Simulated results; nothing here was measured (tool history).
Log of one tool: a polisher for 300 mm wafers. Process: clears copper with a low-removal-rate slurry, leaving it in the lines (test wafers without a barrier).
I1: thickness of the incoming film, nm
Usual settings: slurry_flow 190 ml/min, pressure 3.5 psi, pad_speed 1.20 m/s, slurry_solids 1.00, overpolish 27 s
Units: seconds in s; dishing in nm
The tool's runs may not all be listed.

{"run": 1, "hour": 0.0, "slurry_flow": 190, "pressure": 3.5, "pad_speed": 1.2, "slurry_solids": 1.15, "overpolish": 27, "I1": 375.9, "seconds": 108.4, "dishing": 62.8}
{"run": 2, "hour": 36.1, "slurry_flow": 190, "pressure": 3.5, "pad_speed": 1.2, "slurry_solids": 1.0, "overpolish": 27, "I1": 381.3, "seconds": 116.0, "dishing": 56.8}
{"hour": 63.4, "done": "worn pad replaced by a new one"}
{"hour": 75.1, "done": "slurry blender recalibrated"}
{"run": 3, "hour": 95.5, "slurry_flow": 190, "pressure": 3.5, "pad_speed": 1.2, "slurry_solids": 1.0, "overpolish": 27, "I1": 383.3, "seconds": 92.7, "dishing": 68.5}
{"run": 4, "hour": 135.4, "slurry_flow": 190, "pressure": 3.5, "pad_speed": 1.2, "slurry_solids": 1.0, "overpolish": 27, "I1": 371.1, "seconds": 98.4, "dishing": 66.6}
{"run": 5, "hour": 188.1, "slurry_flow": 190, "pressure": 3.5, "pad_speed": 1.2, "slurry_solids": 1.0, "overpolish": 27, "I1": 377.4, "seconds": 107.7, "dishing": 64.3}
{"run": 6, "hour": 253.4, "slurry_flow": 220, "pressure": 3.5, "pad_speed": 1.2, "slurry_solids": 1.0, "overpolish": 27, "I1": 373.5, "seconds": 106.0, "dishing": 60.5}
{"hour": 272.4, "done": "worn pad replaced by a new one"}
{"hour": 294.5, "done": "slurry blender recalibrated"}
{"run": 7, "hour": 305.9, "slurry_flow": 190, "pressure": 3.5, "pad_speed": 1.2, "slurry_solids": 1.0, "overpolish": 27, "I1": 379.7, "seconds": 93.4, "dishing": 67.3}
{"run": 8, "hour": 430.4, "slurry_flow": 190, "pressure": 3.5, "pad_speed": 1.2, "slurry_solids": 1.0, "overpolish": 27, "I1": 378.3, "seconds": 108.2, "dishing": 58.4}
{"hour": 472.1, "done": "head pressure recalibrated"}
{"run": 9, "hour": 491.3, "slurry_flow": 190, "pressure": 3.5, "pad_speed": 1.2, "slurry_solids": 1.0, "overpolish": 27, "I1": 376.4, "seconds": 119.6, "dishing": 57.2}
{"hour": 496.8, "done": "worn pad replaced by a new one"}
{"run": 10, "hour": 530.8, "slurry_flow": 190, "pressure": 3.5, "pad_speed": 1.2, "slurry_solids": 0.85, "overpolish": 27, "I1": 379.0, "seconds": 111.7, "dishing": 61.0}
{"hour": 546.8, "done": "slurry blender recalibrated"}
{"run": 11, "hour": 598.1, "slurry_flow": 190, "pressure": 3.5, "pad_speed": 1.2, "slurry_solids": 0.85, "overpolish": 27, "I1": 378.3, "seconds": 100.8, "dishing": 63.2}
{"run": 12, "hour": 644.2, "slurry_flow": 190, "pressure": 3.5, "pad_speed": 1.2, "slurry_solids": 1.0, "overpolish": 27, "I1": 378.3, "seconds": 105.4, "dishing": 61.0}
{"run": 13, "hour": 669.6, "slurry_flow": 190, "pressure": 3.5, "pad_speed": 1.2, "slurry_solids": 1.15, "overpolish": 27, "I1": 382.9, "seconds": 103.9, "dishing": 65.2}
{"hour": 702.0, "done": "slurry nozzle cleaned"}
{"run": 14, "hour": 713.3, "slurry_flow": 190, "pressure": 3.5, "pad_speed": 1.2, "slurry_solids": 1.0, "overpolish": 27, "I1": 380.4, "seconds": 110.2, "dishing": 59.9}
{"run": 15, "hour": 761.6, "slurry_flow": 190, "pressure": 3.5, "pad_speed": 1.2, "slurry_solids": 1.0, "overpolish": 27, "I1": 379.5, "seconds": 119.3, "dishing": 56.1}
{"hour": 769.1, "done": "worn pad replaced by a new one"}
{"run": 16, "hour": 790.4, "slurry_flow": 190, "pressure": 3.5, "pad_speed": 1.2, "slurry_solids": 1.0, "overpolish": 27, "I1": 383.5, "seconds": 102.6, "dishing": 66.9}
{"hour": 801.9, "done": "slurry blender recalibrated"}
{"run": 17, "hour": 840.9, "slurry_flow": 190, "pressure": 3.5, "pad_speed": 1.2, "slurry_solids": 1.0, "overpolish": 27, "I1": 380.4, "seconds": 92.5, "dishing": 70.0}
{"run": 18, "hour": 879.4, "slurry_flow": 190, "pressure": 4.1, "pad_speed": 0.96, "slurry_solids": 0.8, "overpolish": 27, "I1": 380.6, "seconds": 113.9, "dishing": 56.1}
{"run": 19, "hour": 907.4, "slurry_flow": 140, "pressure": 3.5, "pad_speed": 0.94, "slurry_solids": 1.15, "overpolish": 27, "I1": 380.3, "seconds": 127.1, "dishing": 52.6}
{"run": 20, "hour": 941.8, "slurry_flow": 190, "pressure": 3.5, "pad_speed": 1.62, "slurry_solids": 1.0, "overpolish": 41, "I1": 384.6, "seconds": 78.9, "dishing": 103.7}
{"hour": 976.4, "done": "worn pad replaced by a new one"}
{"run": 21, "hour": 1004.8, "slurry_flow": 190, "pressure": 3.5, "pad_speed": 1.2, "slurry_solids": 1.2, "overpolish": 20, "I1": 382.2, "seconds": 96.7, "dishing": 52.3}
{"hour": 1054.8, "done": "slurry blender recalibrated"}
{"run": 22, "hour": 1055.3, "slurry_flow": 140, "pressure": 3.5, "pad_speed": 1.2, "slurry_solids": 1.0, "overpolish": 27, "I1": 376.6, "seconds": 96.8, "dishing": 67.9}
{"run": 23, "hour": 1123.5, "slurry_flow": 230, "pressure": 4.3, "pad_speed": 0.96, "slurry_solids": 0.85, "overpolish": 27, "I1": 376.9, "seconds": 112.4, "dishing": 60.9}
{"run": 24, "hour": 1167.6, "slurry_flow": 190, "pressure": 3.5, "pad_speed": 1.08, "slurry_solids": 1.0, "overpolish": 27, "I1": 383.7, "seconds": 121.5, "dishing": 55.1}
{"run": 25, "hour": 1193.9, "slurry_flow": 245, "pressure": 2.5, "pad_speed": 1.2, "slurry_solids": 1.0, "overpolish": 27, "I1": 382.8, "seconds": 139.0, "dishing": 49.1}

4 ways to go on from here, each from the tool as it stands after run 25. What would each give?
{"run": "A", "hour": 1194.4, "slurry_flow": 190, "pressure": 3.5, "pad_speed": 1.2, "slurry_solids": 1.0, "overpolish": 27, "I1": 378.0, "seconds": "?", "dishing": "?"}
{"run": "B", "hour": 1194.4, "slurry_flow": 190, "pressure": 2.7, "pad_speed": 1.2, "slurry_solids": 1.0, "overpolish": 27, "I1": 378.0, "seconds": "?", "dishing": "?"}
{"run": "C", "hour": 1194.4, "slurry_flow": 240, "pressure": 3.5, "pad_speed": 1.2, "slurry_solids": 1.0, "overpolish": 27, "I1": 378.0, "seconds": "?", "dishing": "?"}
{"run": "D", "hour": 1194.4, "slurry_flow": 190, "pressure": 3.5, "pad_speed": 1.48, "slurry_solids": 1.0, "overpolish": 18, "I1": 378.0, "seconds": "?", "dishing": "?"}

run=A seconds=110.1 dishing=58.3
run=B seconds=132.9 dishing=49.3
run=C seconds=107.4 dishing=59.4
run=D seconds=89.3 dishing=49.6
Without the tool's hidden state the same runs would have given:
run=A seconds=85.5 dishing=71.0
run=B seconds=103.2 dishing=60.4
run=C seconds=83.4 dishing=72.3
run=D seconds=69.3 dishing=61.0
